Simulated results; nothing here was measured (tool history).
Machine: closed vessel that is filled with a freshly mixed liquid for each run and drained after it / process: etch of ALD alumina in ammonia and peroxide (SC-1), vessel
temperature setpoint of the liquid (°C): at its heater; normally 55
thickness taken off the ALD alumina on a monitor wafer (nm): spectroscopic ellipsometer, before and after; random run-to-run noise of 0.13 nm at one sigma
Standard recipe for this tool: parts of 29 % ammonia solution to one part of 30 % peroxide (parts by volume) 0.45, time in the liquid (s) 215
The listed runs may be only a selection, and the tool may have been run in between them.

run,hour,temperature setpoint of the liquid (°C),parts of 29 % ammonia solution to one part of 30 % peroxide (parts by volume),time in the liquid (s),"read-back film thickness of the ALD alumina reference wafer, read on the same gauge (nm)",thickness taken off the ALD alumina on a monitor wafer (nm)
1,0.0,55,0.45,215,130.00,15.39
2,92.5,55,0.45,165,130.00,11.82
3,161.0,55,0.45,215,129.99,15.47
4,224.5,55,0.50,215,130.00,15.71
5,293.6,55,0.50,215,129.98,15.66
# hour 302.4: new drum of ammonia solution connected
6,397.0,55,0.45,215,129.99,15.20
7,468.9,55,0.45,215,130.00,15.01
8,510.6,55,0.45,160,129.99,11.37
9,602.1,55,0.45,265,130.00,18.49
10,647.4,55,0.45,265,129.98,18.47
# hour 717.7: gauge calibrated
11,744.0,55,0.45,265,130.02,18.18
# hour 873.1: ammonia flow meter replaced
12,890.9,55,0.45,215,129.99,14.85
# hour 987.0: new drum of ammonia solution connected
13,998.2,55,0.45,215,129.98,14.94
14,1048.5,55,0.45,130,130.00,9.04
15,1116.9,55,0.45,215,130.03,14.94
16,1156.1,55,0.45,215,130.02,14.87
# hour 1215.9: thermometer replaced
17,1249.6,64,0.45,215,130.01,22.22
18,1287.4,63,0.55,155,130.00,15.51
19,1382.0,55,0.45,120,130.00,7.65
20,1429.9,46,0.25,140,129.99,5.11

For run 21, what comes out?
# hour 1471.5: thermometer replaced, repeated, since the last time left the tool worse
21,1530.8,55,0.45,215,?,?

read-back film thickness of the ALD alumina reference wafer, read on the same gauge (nm): 129.97
thickness taken off the ALD alumina on a monitor wafer (nm): 16.06
Minus the tool's unlogged condition, the same run would have read thickness taken off the ALD alumina on a monitor wafer (nm) 16.30.
